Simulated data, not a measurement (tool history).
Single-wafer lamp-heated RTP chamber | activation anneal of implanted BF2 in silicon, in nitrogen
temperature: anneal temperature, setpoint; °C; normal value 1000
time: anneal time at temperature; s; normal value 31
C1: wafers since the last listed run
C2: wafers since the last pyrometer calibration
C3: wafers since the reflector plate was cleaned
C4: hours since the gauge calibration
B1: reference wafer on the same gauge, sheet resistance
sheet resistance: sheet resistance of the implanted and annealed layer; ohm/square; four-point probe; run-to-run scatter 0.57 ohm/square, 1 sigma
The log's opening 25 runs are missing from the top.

run 26 day=24.354 | temperature=982 time=49 | C1=118 C2=138 C3=796 C4=24.3 | B1=180.14 | sheet_resistance=166.85
run 27 day=24.912 | temperature=974 time=31 | C1=126 C2=265 C3=923 C4=37.7 | B1=180.12 | sheet_resistance=193.55
run 28 day=26.192 | temperature=974 time=17 | C1=290 C2=555 C3=1213 C4=68.4 | B1=179.95 | sheet_resistance=210.73
run 29 day=26.812 | temperature=1000 time=43 | C1=140 C2=696 C3=1354 C4=83.3 | B1=179.87 | sheet_resistance=143.50
run 30 day=27.388 | temperature=1023 time=16 | C1=130 C2=826 C3=1485 C4=97.1 | B1=179.96 | sheet_resistance=144.58
run 31 day=28.367 | temperature=982 time=40 | C1=222 C2=1049 C3=1707 C4=120.6 | B1=179.87 | sheet_resistance=173.73
run 32 day=29.275 | temperature=981 time=25 | C1=206 C2=1255 C3=1913 C4=142.4 | B1=179.88 | sheet_resistance=189.58
run 33 day=30.283 | temperature=1015 time=45 | C1=228 C2=1484 C3=2142 C4=166.6 | B1=180.06 | sheet_resistance=125.19
run 34 day=31.129 | temperature=992 time=21 | C1=192 C2=1676 C3=2334 C4=186.9 | B1=180.15 | sheet_resistance=177.00
run 35 day=31.967 | temperature=1030 time=37 | C1=190 C2=1866 C3=2524 C4=207.0 | B1=179.97 | sheet_resistance=114.90
run 36 day=32.904 | temperature=970 time=31 | C1=212 C2=2079 C3=2737 C4=229.5 | B1=179.87 | sheet_resistance=201.67
run 37 day=34.175 | temperature=1000 time=25 | C1=288 C2=2367 C3=3026 C4=260.0 | B1=180.15 | sheet_resistance=158.92
run 38 day=35.008 | temperature=986 time=21 | C1=189 C2=2556 C3=3215 C4=280.0 | B1=179.87 | sheet_resistance=185.02

Below are 3 alternative next runs, each starting from the tool's condition after run 38. Predict each:
run A day=35.025 | temperature=1000 time=31 | C1=3 C2=2560 C3=3219 C4=280.4 | B1=? | sheet_resistance=?
run B day=35.025 | temperature=1009 time=25 | C1=3 C2=2560 C3=3219 C4=280.4 | B1=? | sheet_resistance=?
run C day=35.025 | temperature=1000 time=36 | C1=3 C2=2560 C3=3219 C4=280.4 | B1=? | sheet_resistance=?

run=A B1=179.96 sheet_resistance=153.81
run=B B1=179.96 sheet_resistance=148.36
run=C B1=179.96 sheet_resistance=149.32
With no hidden state in the tool, these same runs would have given:
run=A sheet_resistance=154.98
run=B sheet_resistance=149.44
run=C sheet_resistance=150.49
